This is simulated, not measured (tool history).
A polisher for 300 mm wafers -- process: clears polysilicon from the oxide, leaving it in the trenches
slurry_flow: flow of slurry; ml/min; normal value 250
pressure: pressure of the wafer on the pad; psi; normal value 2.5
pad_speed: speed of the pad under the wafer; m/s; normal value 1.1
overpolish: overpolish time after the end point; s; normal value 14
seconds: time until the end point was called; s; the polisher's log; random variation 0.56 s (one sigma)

run	day	slurry_flow	pressure	pad_speed	overpolish	wafers since the last listed run	wafers polished on this pad	hours since the slurry nozzle was cleaned	hours since the head pressure was calibrated	incoming thickness of the incoming film, nm	seconds
1	0.000	250	2.5	1.1	14	0	4364	85.7	617.1	466.4	37.7
2	1.908	250	2.5	1.1	14	561	4925	131.5	662.9	472.8	38.2
3	3.667	250	2.5	1.1	14	517	5442	173.7	705.1	466.1	37.2
4	6.842	250	2.5	1.1	14	933	6375	249.9	781.3	471.2	37.2
# day 7.233: head pressure recalibrated
# day 9.288: worn pad replaced by a new one
5	10.283	250	2.5	1.1	14	938	293	332.5	73.2	464.3	38.2
6	23.404	250	2.5	1.1	14	3858	4151	647.4	388.1	467.2	38.3
# day 31.071: slurry nozzle cleaned
# day 34.442: worn pad replaced by a new one
7	35.142	250	2.5	1.1	14	3390	206	97.7	669.8	466.7	36.3
# day 43.983: head pressure recalibrated
8	45.354	250	2.5	1.1	14	2978	3184	342.8	32.9	469.5	37.8
9	48.150	250	2.5	1.1	14	822	4006	409.9	100.0	470.9	37.6
10	52.521	250	2.5	1.1	14	1285	5291	514.8	204.9	473.5	38.1
11	56.188	250	2.5	1.1	14	1078	6370	602.8	292.9	464.4	37.3
# day 57.629: slurry nozzle cleaned
12	57.742	250	2.5	1.1	14	444	6814	2.7	330.2	471.7	38.0
# day 58.546: worn pad replaced by a new one
13	60.733	250	2.5	1.1	14	830	643	74.5	402.0	470.1	36.9
14	64.821	250	2.5	1.1	14	1201	1845	172.6	500.1	471.2	37.6
15	69.171	205	1.9	1.3	14	1279	3124	277.0	604.5	475.4	37.9

Run 16 comes next. What will it give?
16	72.654	250	2.5	1.1	14	1024	4148	360.6	688.1	464.3	?

Run 16 yielded seconds 36.7 s.
If the tool had no hidden condition, the same run with the same run-to-run variation would have returned seconds 38.8 s.
